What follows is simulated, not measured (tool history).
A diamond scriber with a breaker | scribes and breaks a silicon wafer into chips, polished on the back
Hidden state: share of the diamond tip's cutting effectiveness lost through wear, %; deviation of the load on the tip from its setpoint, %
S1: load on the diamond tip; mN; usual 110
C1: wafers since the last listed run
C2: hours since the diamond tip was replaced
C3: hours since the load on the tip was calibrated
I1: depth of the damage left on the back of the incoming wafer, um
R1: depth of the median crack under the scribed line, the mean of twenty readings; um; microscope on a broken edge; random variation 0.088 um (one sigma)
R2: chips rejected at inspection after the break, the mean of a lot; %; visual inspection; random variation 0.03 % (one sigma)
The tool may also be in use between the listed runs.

Run 1, hour 0.0: usual settings but S1 124 mN; C1 0; C2 433.1; C3 574.9; I1 0.03. Result: R1 11.11 um, R2 1.51 %.
Run 2, hour 31.4: usual settings; C1 73; C2 464.5; C3 606.3; I1 0.03. Result: R1 10.01 um, R2 1.88 %.
Run 3, hour 51.5: usual settings; C1 47; C2 484.6; C3 626.4; I1 0.01. Result: R1 10.11 um, R2 2.02 %.
Run 4, hour 72.1: usual settings; C1 48; C2 505.2; C3 647.0; I1 0.02. Result: R1 9.98 um, R2 2.08 %.
Run 5, hour 101.2: usual settings but S1 129 mN; C1 68; C2 534.3; C3 676.1; I1 0.02. Result: R1 11.39 um, R2 2.83 %.
Run 6, hour 122.2: usual settings but S1 129 mN; C1 49; C2 555.3; C3 697.1; I1 0.02. Result: R1 11.35 um, R2 2.69 %.
Run 7, hour 144.5: usual settings; C1 52; C2 577.6; C3 719.4; I1 0.05. Result: R1 9.90 um, R2 2.03 %.
Run 8, hour 165.6: usual settings but S1 120 mN; C1 49; C2 598.7; C3 740.5; I1 0.02. Result: R1 10.74 um, R2 0.93 %.
Run 9, hour 190.1: usual settings but S1 103 mN; C1 57; C2 623.2; C3 765.0; I1 0.05. Result: R1 9.42 um, R2 5.99 %.
Run 10, hour 203.1: usual settings but S1 103 mN; C1 30; C2 636.2; C3 778.0; I1 0.04. Result: R1 9.34 um, R2 5.76 %.
At hour 205.6: load on the tip recalibrated.
Run 11, hour 219.9: usual settings but S1 103 mN; C1 34; C2 653.0; C3 14.3; I1 0.02. Result: R1 9.45 um, R2 5.74 %.
Run 12, hour 231.9: usual settings but S1 89 mN; C1 28; C2 665.0; C3 26.3; I1 0.04. Result: R1 8.25 um, R2 19.49 %.
Run 13, hour 265.9: usual settings; C1 79; C2 699.0; C3 60.3; I1 0.04. Result: R1 9.89 um, R2 2.14 %.
Run 14, hour 289.7: usual settings but S1 84 mN; C1 55; C2 722.8; C3 84.1; I1 0.01. Result: R1 7.87 um, R2 27.97 %.
Run 15, hour 310.6: usual settings but S1 127 mN; C1 49; C2 743.7; C3 105.0; I1 0.05. Result: R1 11.01 um, R2 2.02 %.
Run 16, hour 325.6: usual settings but S1 83 mN; C1 35; C2 758.7; C3 120.0; I1 0.02. Result: R1 7.91 um, R2 30.02 %.
Run 17, hour 343.4: usual settings but S1 103 mN; C1 41; C2 776.5; C3 137.8; I1 0.01. Result: R1 9.45 um, R2 5.85 %.
Run 18, hour 356.5: usual settings; C1 30; C2 789.6; C3 150.9; I1 0.03. Result: R1 9.92 um, R2 2.18 %.
At hour 363.0: diamond tip replaced by a new one.
Run 19, hour 374.9: usual settings but S1 139 mN; C1 38; C2 11.9; C3 169.3; I1 0.03. Result: R1 12.75 um, R2 12.91 %.
Run 20, hour 397.0: usual settings but S1 131 mN; C1 51; C2 34.0; C3 191.4; I1 0.02. Result: R1 11.99 um, R2 7.07 %.
Run 21, hour 446.8: usual settings; C1 117; C2 83.8; C3 241.2; I1 0.03. Result: R1 10.22 um, R2 1.00 %.
Run 22, hour 471.7: usual settings but S1 95 mN; C1 58; C2 108.7; C3 266.1; I1 0.02. Result: R1 9.35 um, R2 8.50 %.
Run 23, hour 488.0: usual settings but S1 103 mN; C1 38; C2 125.0; C3 282.4; I1 0.04. Result: R1 9.63 um, R2 3.18 %.
Run 24, hour 523.3: usual settings but S1 130 mN; C1 83; C2 160.3; C3 317.7; I1 0.02. Result: R1 11.64 um, R2 5.13 %.
Run 25, hour 551.0: usual settings but S1 140 mN; C1 65; C2 188.0; C3 345.4; I1 0.03. Result: R1 12.48 um, R2 9.82 %.
Run 26, hour 566.5: usual settings but S1 132 mN; C1 36; C2 203.5; C3 360.9; I1 0.04. Result: R1 11.68 um, R2 5.23 %.

5 ways to go on from here, each from the tool as it stands after run 26. What would each give?
Run A, hour 567.1: usual settings; C1 1; C2 204.1; C3 361.5; I1 0.03. Result: R1 ?, R2 ?.
Run B, hour 567.1: usual settings but S1 82 mN; C1 1; C2 204.1; C3 361.5; I1 0.03. Result: R1 ?, R2 ?.
Run C, hour 567.1: usual settings but S1 81 mN; C1 1; C2 204.1; C3 361.5; I1 0.03. Result: R1 ?, R2 ?.
Run D, hour 567.1: usual settings but S1 136 mN; C1 1; C2 204.1; C3 361.5; I1 0.03. Result: R1 ?, R2 ?.
Run E, hour 567.1: usual settings but S1 138 mN; C1 1; C2 204.1; C3 361.5; I1 0.03. Result: R1 ?, R2 ?.

run     R1     R2
  A  10.14   1.25
  B   7.94  25.75
  C   7.85  27.42
  D  11.99   7.22
  E  12.13   8.30
Without the tool's hidden state the same runs would have given:
run     R1     R2
  A  10.49   0.83
  B   8.21  20.70
  C   8.12  22.27
  D  12.40  10.65
  E  12.55  11.94
